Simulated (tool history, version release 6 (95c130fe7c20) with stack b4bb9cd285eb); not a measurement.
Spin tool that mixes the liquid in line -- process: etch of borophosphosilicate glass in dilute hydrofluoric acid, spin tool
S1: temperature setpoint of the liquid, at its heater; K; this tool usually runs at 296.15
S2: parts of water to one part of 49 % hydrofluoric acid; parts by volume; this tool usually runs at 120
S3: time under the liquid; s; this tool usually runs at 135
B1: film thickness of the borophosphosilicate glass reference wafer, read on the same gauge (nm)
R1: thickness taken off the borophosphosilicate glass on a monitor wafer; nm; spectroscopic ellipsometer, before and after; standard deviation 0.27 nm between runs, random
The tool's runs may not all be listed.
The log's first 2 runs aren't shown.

{"run": 3, "hour": 125.6, "S1": 296.15, "S2": 120, "S3": 135, "B1": 90.01, "R1": 52.42}
{"run": 4, "hour": 227.3, "S1": 296.15, "S2": 120, "S3": 135, "B1": 90.01, "R1": 51.92}
{"run": 5, "hour": 313.6, "S1": 296.15, "S2": 135, "S3": 160, "B1": 90, "R1": 54.02}
{"run": 6, "hour": 415.6, "S1": 296.15, "S2": 135, "S3": 160, "B1": 90.03, "R1": 54.52}
{"run": 7, "hour": 494.3, "S1": 293.65, "S2": 135, "S3": 135, "B1": 89.96, "R1": 41.5}
{"hour": 553.3, "done": "thermometer replaced"}
{"run": 8, "hour": 573.8, "S1": 293.65, "S2": 135, "S3": 135, "B1": 90.01, "R1": 41.13}
{"run": 9, "hour": 681.4, "S1": 293.65, "S2": 135, "S3": 135, "B1": 90, "R1": 41.43}
{"hour": 769.1, "done": "gauge calibrated"}
{"run": 10, "hour": 787.6, "S1": 296.15, "S2": 120, "S3": 135, "B1": 89.99, "R1": 52.77}
{"run": 11, "hour": 838.2, "S1": 296.15, "S2": 120, "S3": 135, "B1": 89.97, "R1": 53.57}
{"hour": 869.4, "done": "hydrofluoric acid flow meter replaced"}
{"run": 12, "hour": 876.3, "S1": 296.15, "S2": 120, "S3": 135, "B1": 89.99, "R1": 54.47}
{"run": 13, "hour": 948.1, "S1": 296.15, "S2": 85, "S3": 135, "B1": 90, "R1": 80.16}
{"run": 14, "hour": 995.7, "S1": 298.65, "S2": 60, "S3": 135, "B1": 90.01, "R1": 129.83}
{"run": 15, "hour": 1053.1, "S1": 296.15, "S2": 150, "S3": 195, "B1": 89.99, "R1": 61.32}
{"run": 16, "hour": 1126.0, "S1": 292.15, "S2": 155, "S3": 110, "B1": 90.04, "R1": 28.81}
{"run": 17, "hour": 1217.1, "S1": 298.65, "S2": 120, "S3": 135, "B1": 89.99, "R1": 60.83}

Predict the results of run 18:
{"run": 18, "hour": 1262.7, "S1": 296.15, "S2": 120, "S3": 65, "B1": "?", "R1": "?"}

Run 18 produced B1 89.99, R1 26.5 nm.
Were there no unlogged condition in the tool, this run, its random variation unchanged, would have produced R1 24.22 nm.
